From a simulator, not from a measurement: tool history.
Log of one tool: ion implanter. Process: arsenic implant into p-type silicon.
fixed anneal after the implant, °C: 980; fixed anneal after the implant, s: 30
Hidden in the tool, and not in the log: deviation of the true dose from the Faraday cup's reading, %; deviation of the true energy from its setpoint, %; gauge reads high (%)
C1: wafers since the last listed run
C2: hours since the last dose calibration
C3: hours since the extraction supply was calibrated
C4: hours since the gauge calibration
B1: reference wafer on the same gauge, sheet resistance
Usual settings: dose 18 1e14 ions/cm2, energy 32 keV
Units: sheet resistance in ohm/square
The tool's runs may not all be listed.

run 1 hour=0 | dose=18 energy=32 | C1=0 C2=1711.6 C3=1952.6 C4=234.1 | B1=94.44 | sheet_resistance=101.4
run 2 hour=107.1 | dose=18 energy=32 | C1=1426 C2=1818.7 C3=2059.7 C4=341.2 | B1=94.39 | sheet_resistance=101.69
run 3 hour=137.2 | dose=18 energy=39.5 | C1=400 C2=1848.8 C3=2089.8 C4=371.3 | B1=94.39 | sheet_resistance=93.19
run 4 hour=163.5 | dose=18 energy=39.5 | C1=350 C2=1875.1 C3=2116.1 C4=397.6 | B1=94.36 | sheet_resistance=93.13
run 5 hour=197.8 | dose=18 energy=39.5 | C1=456 C2=1909.4 C3=2150.4 C4=431.9 | B1=94.39 | sheet_resistance=93.26
run 6 hour=211.2 | dose=13.72 energy=32 | C1=178 C2=1922.8 C3=2163.8 C4=445.3 | B1=94.39 | sheet_resistance=110.26
run 7 hour=238.9 | dose=13.72 energy=32 | C1=368 C2=1950.5 C3=2191.5 C4=473 | B1=94.37 | sheet_resistance=109.95
run 8 hour=274.6 | dose=13.72 energy=32 | C1=475 C2=1986.2 C3=2227.2 C4=508.7 | B1=94.41 | sheet_resistance=110.37
run 9 hour=290.1 | dose=15.72 energy=32 | C1=206 C2=2001.7 C3=2242.7 C4=524.2 | B1=94.42 | sheet_resistance=105.12
run 10 hour=316.2 | dose=15.72 energy=32 | C1=347 C2=2027.8 C3=2268.8 C4=550.3 | B1=94.41 | sheet_resistance=105.68
run 11 hour=344 | dose=15.72 energy=32 | C1=370 C2=2055.6 C3=2296.6 C4=578.1 | B1=94.37 | sheet_resistance=105.42
-- hour=369.9 Faraday cup replaced and dose calibrated
run 12 hour=370.4 | dose=18 energy=32 | C1=245 C2=0.5 C3=2323 C4=604.5 | B1=94.41 | sheet_resistance=101.73
-- hour=380.7 gauge calibrated
run 13 hour=391.6 | dose=14.01 energy=22 | C1=282 C2=21.7 C3=2344.2 C4=10.9 | B1=94.41 | sheet_resistance=125.97
run 14 hour=419 | dose=18 energy=32 | C1=364 C2=49.1 C3=2371.6 C4=38.3 | B1=94.41 | sheet_resistance=101.84
-- hour=431.4 extraction supply calibrated
run 15 hour=489.7 | dose=12.67 energy=32 | C1=835 C2=119.8 C3=58.3 C4=109 | B1=94.42 | sheet_resistance=111.96
run 16 hour=523.1 | dose=12.82 energy=41.5 | C1=444 C2=153.2 C3=91.7 C4=142.4 | B1=94.4 | sheet_resistance=102.74
run 17 hour=581.9 | dose=22.36 energy=32 | C1=783 C2=212 C3=150.5 C4=201.2 | B1=94.37 | sheet_resistance=96.02
run 18 hour=616.6 | dose=18 energy=32 | C1=462 C2=246.7 C3=185.2 C4=235.9 | B1=94.42 | sheet_resistance=100.18
run 19 hour=651 | dose=18 energy=32 | C1=458 C2=281.1 C3=219.6 C4=270.3 | B1=94.37 | sheet_resistance=99.91
run 20 hour=683.4 | dose=22.06 energy=23 | C1=431 C2=313.5 C3=252 C4=302.7 | B1=94.42 | sheet_resistance=111.11
run 21 hour=700.3 | dose=13.35 energy=29 | C1=225 C2=330.4 C3=268.9 C4=319.6 | B1=94.43 | sheet_resistance=113.74
run 22 hour=719.7 | dose=20.57 energy=24 | C1=258 C2=349.8 C3=288.3 C4=339 | B1=94.37 | sheet_resistance=110.13
run 23 hour=739.2 | dose=18 energy=32 | C1=259 C2=369.3 C3=307.8 C4=358.5 | B1=94.46 | sheet_resistance=100.01
run 24 hour=760.6 | dose=22.27 energy=32 | C1=285 C2=390.7 C3=329.2 C4=379.9 | B1=94.38 | sheet_resistance=96.02
run 25 hour=774.3 | dose=12.62 energy=43 | C1=182 C2=404.4 C3=342.9 C4=393.6 | B1=94.36 | sheet_resistance=102.82

Forecast each of these 4 alternatives for the next run:
run A hour=774.7 | dose=18 energy=32 | C1=5 C2=404.8 C3=343.3 C4=394 | B1=? | sheet_resistance=?
run B hour=774.7 | dose=16.46 energy=28 | C1=5 C2=404.8 C3=343.3 C4=394 | B1=? | sheet_resistance=?
run C hour=774.7 | dose=18 energy=40 | C1=5 C2=404.8 C3=343.3 C4=394 | B1=? | sheet_resistance=?
run D hour=774.7 | dose=14.39 energy=37.5 | C1=5 C2=404.8 C3=343.3 C4=394 | B1=? | sheet_resistance=?

run=A B1=94.38 sheet_resistance=100.1
run=B B1=94.38 sheet_resistance=108
run=C B1=94.38 sheet_resistance=91.5
run=D B1=94.38 sheet_resistance=100.96
Without the tool's hidden state the same runs would have given:
run=A sheet_resistance=99.8
run=B sheet_resistance=107.69
run=C sheet_resistance=91.25
run=D sheet_resistance=100.72
